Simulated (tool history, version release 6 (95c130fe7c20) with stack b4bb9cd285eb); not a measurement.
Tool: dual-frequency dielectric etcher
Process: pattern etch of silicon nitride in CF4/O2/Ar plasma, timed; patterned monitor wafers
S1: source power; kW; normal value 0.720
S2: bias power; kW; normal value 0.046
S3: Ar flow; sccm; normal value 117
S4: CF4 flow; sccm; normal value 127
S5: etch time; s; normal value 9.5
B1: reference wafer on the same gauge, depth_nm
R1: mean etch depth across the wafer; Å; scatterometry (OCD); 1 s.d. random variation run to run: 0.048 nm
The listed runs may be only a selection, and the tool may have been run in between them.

run 1 hour=0.0 | S1=0.720 S2=0.046 S3=117 S4=127 S5=9.5 | B1=19.91 | R1=236.5
run 2 hour=23.0 | S1=0.720 S2=0.046 S3=117 S4=127 S5=9.5 | B1=19.90 | R1=237.3
run 3 hour=41.4 | S1=0.720 S2=0.046 S3=117 S4=127 S5=11.5 | B1=19.90 | R1=287.2
run 4 hour=72.0 | S1=0.720 S2=0.046 S3=117 S4=127 S5=11.5 | B1=19.90 | R1=287.5
-- hour=75.8 gauge calibrated
run 5 hour=103.5 | S1=0.720 S2=0.046 S3=117 S4=127 S5=11.5 | B1=19.90 | R1=288.3
run 6 hour=126.8 | S1=0.720 S2=0.046 S3=117 S4=127 S5=9.5 | B1=19.90 | R1=237.8
-- hour=153.0 CF4 flow controller replaced
-- hour=153.5 upper electrode replaced
run 7 hour=154.0 | S1=0.720 S2=0.046 S3=117 S4=127 S5=9.5 | B1=19.90 | R1=238.4
run 8 hour=173.9 | S1=0.780 S2=0.054 S3=108 S4=127 S5=9.5 | B1=19.90 | R1=267.1
-- hour=219.0 wet clean of the chamber
run 9 hour=219.5 | S1=0.560 S2=0.046 S3=96 S4=127 S5=9.5 | B1=19.90 | R1=210.7
run 10 hour=231.3 | S1=0.720 S2=0.046 S3=127 S4=127 S5=9.5 | B1=19.90 | R1=232.1
run 11 hour=264.9 | S1=0.890 S2=0.046 S3=117 S4=127 S5=7.5 | B1=19.91 | R1=209.1
run 12 hour=285.9 | S1=0.720 S2=0.046 S3=110 S4=127 S5=11.5 | B1=19.89 | R1=286.5
run 13 hour=315.1 | S1=0.720 S2=0.046 S3=117 S4=127 S5=12.0 | B1=19.90 | R1=298.9
-- hour=358.2 source power generator calibrated
-- hour=397.8 bias power generator calibrated
run 14 hour=398.4 | S1=0.720 S2=0.040 S3=117 S4=127 S5=9.5 | B1=19.90 | R1=222.7
-- hour=420.4 Ar flow controller replaced
run 15 hour=429.6 | S1=0.720 S2=0.046 S3=117 S4=127 S5=9.5 | B1=19.90 | R1=237.6
run 16 hour=452.8 | S1=0.720 S2=0.046 S3=117 S4=127 S5=9.5 | B1=19.89 | R1=236.9
run 17 hour=478.3 | S1=0.830 S2=0.055 S3=117 S4=153 S5=10.5 | B1=19.90 | R1=308.2
run 18 hour=504.0 | S1=0.770 S2=0.046 S3=117 S4=127 S5=9.5 | B1=19.89 | R1=246.9
run 19 hour=594.0 | S1=0.720 S2=0.046 S3=117 S4=127 S5=9.5 | B1=19.90 | R1=238.5
-- hour=594.8 gauge calibrated
run 20 hour=619.2 | S1=0.770 S2=0.049 S3=100 S4=127 S5=8.0 | B1=19.90 | R1=216.2
run 21 hour=648.3 | S1=0.770 S2=0.049 S3=100 S4=127 S5=8.0 | B1=19.90 | R1=216.9
run 22 hour=669.7 | S1=0.720 S2=0.046 S3=117 S4=127 S5=9.5 | B1=19.90 | R1=238.5

3 options for the next run, each taken on its own from the tool as it stands now. Forecast them:
run A hour=670.1 | S1=0.720 S2=0.055 S3=117 S4=127 S5=9.5 | B1=? | R1=?
run B hour=670.1 | S1=0.720 S2=0.046 S3=117 S4=127 S5=6.5 | B1=? | R1=?
run C hour=670.1 | S1=0.860 S2=0.042 S3=141 S4=97 S5=9.5 | B1=? | R1=?

run=A B1=19.90 R1=257.4
run=B B1=19.90 R1=163.3
run=C B1=19.90 R1=244.1
The same runs, with their run-to-run variation unchanged, on a tool lacking any hidden condition would have given:
run=A R1=253.1
run=B R1=160.5
run=C R1=240.0
